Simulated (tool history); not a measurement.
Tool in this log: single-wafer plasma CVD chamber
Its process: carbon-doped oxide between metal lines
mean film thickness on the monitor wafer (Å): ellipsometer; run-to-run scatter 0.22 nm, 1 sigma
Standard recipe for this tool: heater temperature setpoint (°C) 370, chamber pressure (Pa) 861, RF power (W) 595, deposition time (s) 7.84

run   hour  heater temperature setpoint (°C)  chamber pressure (Pa)  RF power (W)  deposition time (s)  wafers since the last listed run  hours since the last thermocouple change  hours since the last RF generator calibration  hours since the last manometer calibration  hours since the showerhead was replaced  hours since the gauge calibration  read-back reference wafer on the same gauge, thickness_nm  mean film thickness on the monitor wafer (Å)
  1      0                               370                    707           595                 7.84                                 0                                    1693.4                                          767.7                                       722.4                                   2432.1                              248.2                                                     41.075                                        464.08
  2   27.2                               370                    707           595                 7.84                               970                                    1720.6                                          794.9                                       749.6                                   2459.3                              275.4                                                     41.131                                        466.39
  3   59.1                               370                    861           595                 6.98                              1138                                    1752.5                                          826.8                                       781.5                                   2491.2                              307.3                                                     41.153                                        428.02
  4   77.3                               370                    861           595                 6.98                               649                                    1770.7                                            845                                       799.7                                   2509.4                              325.5                                                     41.109                                        429.83
  5   99.8                               370                    861           595                 6.98                               802                                    1793.2                                          867.5                                       822.2                                   2531.9                                348                                                      41.12                                         433.5
  6  120.3                               370                    861           690                 7.84                               731                                    1813.7                                            888                                       842.7                                   2552.4                              368.5                                                     41.079                                         526.7
  7    153                               370                    861           690                 7.84                              1166                                    1846.4                                          920.7                                       875.4                                   2585.1                              401.2                                                     41.109                                        530.59
  8  169.5                               370                    861           690                 7.84                               588                                    1862.9                                          937.2                                       891.9                                   2601.6                              417.7                                                     41.096                                        531.21
  9  194.3                               377                    913           595                 7.84                               884                                    1887.7                                            962                                       916.7                                   2626.4                              442.5                                                     41.093                                        476.32
 10  229.1                               377                    913           595                 7.84                              1241                                    1922.5                                          996.8                                       951.5                                   2661.2                              477.3                                                     41.086                                        476.89
 11    246                               377                    913           595                 7.84                               603                                    1939.4                                         1013.7                                       968.4                                   2678.1                              494.2                                                     41.067                                           480
 12  271.9                               370                    917           595                 6.49                               924                                    1965.3                                         1039.6                                       994.3                                     2704                              520.1                                                     41.099                                        400.07
     289.3  -- showerhead replaced
 13  289.8                               370                    861           705                 7.84                               353                                    1983.2                                         1057.5                                      1012.2                                      0.5                                538                                                     41.107                                         533.8
     303.3  -- thermocouple changed; heater temperature recalibrated
 14  321.8                               370                   1037           685                 7.84                               856                                      18.5                                         1089.5                                      1044.2                                     32.5                                570                                                     41.072                                         532.2
 15  335.7                               357                    704           595                 6.52                               496                                      32.4                                         1103.4                                      1058.1                                     46.4                              583.9                                                     41.104                                        401.59
     399.3  -- gauge calibrated
     424.4  -- RF generator calibrated
 16  433.2                               370                    861           595                 8.93                              3193                                     129.9                                            8.8                                      1155.6                                    143.9                               33.9                                                     41.145                                        532.58
 17  463.4                               370                    745           635                 8.91                              1077                                     160.1                                             39                                      1185.8                                    174.1                               64.1                                                      41.07                                        539.13
     491.2  -- capacitance manometer re-zeroed and calibrated
     518.1  -- RF generator calibrated, repeated, since the last time left the tool worse
 18  549.7                               370                    747           515                 6.71                              2508                                     246.4                                           31.6                                        58.5                                    260.4                              150.4                                                     41.128                                        377.99
 19  579.2                               377                    913           595                 7.84                              1052                                     275.9                                           61.1                                          88                                    289.9                              179.9                                                     41.138                                        489.11
 20  602.4                               370                    861           595                 6.98                               827                                     299.1                                           84.3                                       111.2                                    313.1                              203.1                                                     41.068                                         441.5
 21  616.8                               384                    861           595                 7.84                               513                                     313.5                                           98.7                                       125.6                                    327.5                              217.5                                                     41.079                                        479.76
 22  636.4                               370                    861           530                 7.84                               699                                     333.1                                          118.3                                       145.2                                    347.1                              237.1                                                     41.098                                        458.74

Subtracting, for every run, the result it would have given without the tool's unlogged condition from the measured result gives the following. The same run-to-run variation enters both numbers; the gauge's scatter may not:
The tool's hidden condition here consists of: wafer temperature above the value expected at the setpoint (K); delivered RF power above the setpoint (%); true pressure above the setpoint (%); gauge reads high (%).
run  mean film thickness on the monitor wafer (Å)
  1                                        -15.88
  2                                        -16.16
  3                                        -15.02
  4                                        -15.19
  5                                        -15.45
  6                                         -18.5
  7                                        -18.83
  8                                        -18.95
  9                                        -17.48
 10                                        -17.67
 11                                        -17.86
 12                                        -14.98
 13                                        -19.64
 14                                        -19.76
 15                                        -15.24
 16                                        -34.17
 17                                         -35.8
 18                                         -2.05
 19                                         -3.62
 20                                         -3.96
 21                                         -4.76
 22                                         -5.26

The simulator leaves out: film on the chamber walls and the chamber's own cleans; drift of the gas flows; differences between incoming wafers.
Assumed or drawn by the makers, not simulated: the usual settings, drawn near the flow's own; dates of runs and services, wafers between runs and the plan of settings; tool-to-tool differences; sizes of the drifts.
